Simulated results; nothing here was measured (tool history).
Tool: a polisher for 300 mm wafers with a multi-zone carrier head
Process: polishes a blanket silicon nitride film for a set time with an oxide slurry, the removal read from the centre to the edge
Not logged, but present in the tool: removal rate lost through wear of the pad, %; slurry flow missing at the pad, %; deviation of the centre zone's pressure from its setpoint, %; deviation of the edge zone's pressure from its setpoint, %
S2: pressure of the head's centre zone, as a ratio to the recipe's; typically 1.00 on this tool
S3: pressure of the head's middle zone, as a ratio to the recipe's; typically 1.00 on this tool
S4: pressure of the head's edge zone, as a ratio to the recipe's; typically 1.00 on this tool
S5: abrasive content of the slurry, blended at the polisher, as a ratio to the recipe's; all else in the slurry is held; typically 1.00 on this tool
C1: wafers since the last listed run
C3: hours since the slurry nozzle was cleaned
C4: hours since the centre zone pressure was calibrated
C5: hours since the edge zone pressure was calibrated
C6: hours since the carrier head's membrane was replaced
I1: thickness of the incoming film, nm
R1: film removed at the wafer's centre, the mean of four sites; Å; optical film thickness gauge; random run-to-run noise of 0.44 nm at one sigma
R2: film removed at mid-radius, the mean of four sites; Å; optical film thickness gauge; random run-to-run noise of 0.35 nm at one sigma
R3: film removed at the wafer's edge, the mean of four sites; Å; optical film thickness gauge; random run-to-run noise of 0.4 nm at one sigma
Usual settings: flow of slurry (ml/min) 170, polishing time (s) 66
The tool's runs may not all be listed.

{"run": 1, "hour": 0.0, "flow of slurry (ml/min)": 170, "S2": 1.0, "S3": 1.0, "S4": 1.08, "S5": 1.15, "polishing time (s)": 66, "C1": 0, "wafers polished on this pad": 704, "C3": 482.1, "C4": 460.7, "C5": 109.7, "C6": 873.1, "I1": 307.2, "R1": 406, "R2": 399, "R3": 432}
{"hour": 33.1, "done": "worn pad replaced by a new one"}
{"run": 2, "hour": 33.6, "flow of slurry (ml/min)": 170, "S2": 1.0, "S3": 1.0, "S4": 1.0, "S5": 1.0, "polishing time (s)": 66, "C1": 298, "wafers polished on this pad": 4, "C3": 515.7, "C4": 494.3, "C5": 143.3, "C6": 906.7, "I1": 309.5, "R1": 373, "R2": 371, "R3": 379}
{"run": 3, "hour": 52.0, "flow of slurry (ml/min)": 170, "S2": 1.0, "S3": 1.0, "S4": 1.0, "S5": 1.0, "polishing time (s)": 66, "C1": 185, "wafers polished on this pad": 190, "C3": 534.1, "C4": 512.7, "C5": 161.7, "C6": 925.1, "I1": 313.5, "R1": 368, "R2": 367, "R3": 376}
{"run": 4, "hour": 81.0, "flow of slurry (ml/min)": 170, "S2": 1.0, "S3": 1.0, "S4": 1.0, "S5": 1.0, "polishing time (s)": 66, "C1": 292, "wafers polished on this pad": 483, "C3": 563.1, "C4": 541.7, "C5": 190.7, "C6": 954.1, "I1": 310.8, "R1": 372, "R2": 377, "R3": 387}
{"run": 5, "hour": 103.8, "flow of slurry (ml/min)": 170, "S2": 1.0, "S3": 1.0, "S4": 1.0, "S5": 1.0, "polishing time (s)": 66, "C1": 230, "wafers polished on this pad": 713, "C3": 585.9, "C4": 564.5, "C5": 213.5, "C6": 976.9, "I1": 309.4, "R1": 366, "R2": 371, "R3": 372}
{"hour": 138.0, "done": "worn pad replaced by a new one"}
{"run": 6, "hour": 138.5, "flow of slurry (ml/min)": 170, "S2": 1.0, "S3": 1.0, "S4": 1.0, "S5": 1.0, "polishing time (s)": 66, "C1": 310, "wafers polished on this pad": 4, "C3": 620.6, "C4": 599.2, "C5": 248.2, "C6": 1011.6, "I1": 304.1, "R1": 375, "R2": 377, "R3": 381}
{"hour": 158.8, "done": "slurry nozzle cleaned"}
{"run": 7, "hour": 159.4, "flow of slurry (ml/min)": 170, "S2": 1.0, "S3": 1.0, "S4": 1.0, "S5": 1.0, "polishing time (s)": 66, "C1": 200, "wafers polished on this pad": 205, "C3": 0.6, "C4": 620.1, "C5": 269.1, "C6": 1032.5, "I1": 309.5, "R1": 369, "R2": 378, "R3": 380}
{"run": 8, "hour": 173.9, "flow of slurry (ml/min)": 170, "S2": 1.0, "S3": 1.0, "S4": 1.0, "S5": 1.0, "polishing time (s)": 66, "C1": 146, "wafers polished on this pad": 352, "C3": 15.1, "C4": 634.6, "C5": 283.6, "C6": 1047.0, "I1": 308.0, "R1": 372, "R2": 377, "R3": 377}
{"run": 9, "hour": 204.3, "flow of slurry (ml/min)": 170, "S2": 1.0, "S3": 1.0, "S4": 1.0, "S5": 1.0, "polishing time (s)": 66, "C1": 306, "wafers polished on this pad": 659, "C3": 45.5, "C4": 665.0, "C5": 314.0, "C6": 1077.4, "I1": 306.4, "R1": 369, "R2": 374, "R3": 380}
{"run": 10, "hour": 224.4, "flow of slurry (ml/min)": 170, "S2": 1.0, "S3": 1.0, "S4": 1.0, "S5": 1.0, "polishing time (s)": 66, "C1": 202, "wafers polished on this pad": 862, "C3": 65.6, "C4": 685.1, "C5": 334.1, "C6": 1097.5, "I1": 315.0, "R1": 377, "R2": 372, "R3": 369}
{"hour": 235.4, "done": "worn pad replaced by a new one"}
{"run": 11, "hour": 249.9, "flow of slurry (ml/min)": 170, "S2": 1.0, "S3": 1.0, "S4": 1.0, "S5": 1.25, "polishing time (s)": 66, "C1": 217, "wafers polished on this pad": 146, "C3": 91.1, "C4": 710.6, "C5": 359.6, "C6": 1123.0, "I1": 307.1, "R1": 427, "R2": 434, "R3": 431}
{"hour": 261.7, "done": "carrier head's membrane replaced by a new one"}
{"run": 12, "hour": 278.0, "flow of slurry (ml/min)": 170, "S2": 1.0, "S3": 1.0, "S4": 1.0, "S5": 1.0, "polishing time (s)": 66, "C1": 233, "wafers polished on this pad": 379, "C3": 119.2, "C4": 738.7, "C5": 387.7, "C6": 16.3, "I1": 308.9, "R1": 376, "R2": 372, "R3": 384}
{"run": 13, "hour": 312.8, "flow of slurry (ml/min)": 170, "S2": 1.04, "S3": 0.89, "S4": 1.0, "S5": 1.0, "polishing time (s)": 66, "C1": 351, "wafers polished on this pad": 730, "C3": 154.0, "C4": 773.5, "C5": 422.5, "C6": 51.1, "I1": 310.0, "R1": 381, "R2": 342, "R3": 381}
{"run": 14, "hour": 327.5, "flow of slurry (ml/min)": 170, "S2": 1.08, "S3": 1.05, "S4": 1.0, "S5": 1.0, "polishing time (s)": 66, "C1": 148, "wafers polished on this pad": 879, "C3": 168.7, "C4": 788.2, "C5": 437.2, "C6": 65.8, "I1": 311.0, "R1": 404, "R2": 391, "R3": 373}
{"hour": 351.3, "done": "worn pad replaced by a new one"}
{"hour": 353.8, "done": "edge zone pressure recalibrated"}
{"run": 15, "hour": 354.4, "flow of slurry (ml/min)": 170, "S2": 1.0, "S3": 0.88, "S4": 1.0, "S5": 1.0, "polishing time (s)": 66, "C1": 211, "wafers polished on this pad": 11, "C3": 195.6, "C4": 815.1, "C5": 0.6, "C6": 92.7, "I1": 311.9, "R1": 379, "R2": 338, "R3": 382}
{"hour": 374.0, "done": "centre zone pressure recalibrated"}
{"run": 16, "hour": 380.4, "flow of slurry (ml/min)": 170, "S2": 1.0, "S3": 0.94, "S4": 1.0, "S5": 1.0, "polishing time (s)": 66, "C1": 242, "wafers polished on this pad": 253, "C3": 221.6, "C4": 6.4, "C5": 26.6, "C6": 118.7, "I1": 309.0, "R1": 366, "R2": 357, "R3": 381}
{"run": 17, "hour": 397.3, "flow of slurry (ml/min)": 170, "S2": 1.0, "S3": 1.0, "S4": 1.0, "S5": 1.0, "polishing time (s)": 87, "C1": 170, "wafers polished on this pad": 424, "C3": 238.5, "C4": 23.3, "C5": 43.5, "C6": 135.6, "I1": 309.6, "R1": 493, "R2": 494, "R3": 498}

Estimate the outcome of run 18 from the log above:
{"hour": 457.7, "done": "worn pad replaced by a new one"}
{"run": 18, "hour": 466.5, "flow of slurry (ml/min)": 170, "S2": 1.0, "S3": 1.0, "S4": 1.0, "S5": 1.0, "polishing time (s)": 66, "C1": 658, "wafers polished on this pad": 88, "C3": 307.7, "C4": 92.5, "C5": 112.7, "C6": 204.8, "I1": 313.2, "R1": "?", "R2": "?", "R3": "?"}

For run 18 the tool returned R1 373 Å, R2 382 Å, R3 373 Å.
Minus the tool's unlogged condition, the same run would have read R1 373 Å, R2 382 Å, R3 373 Å.
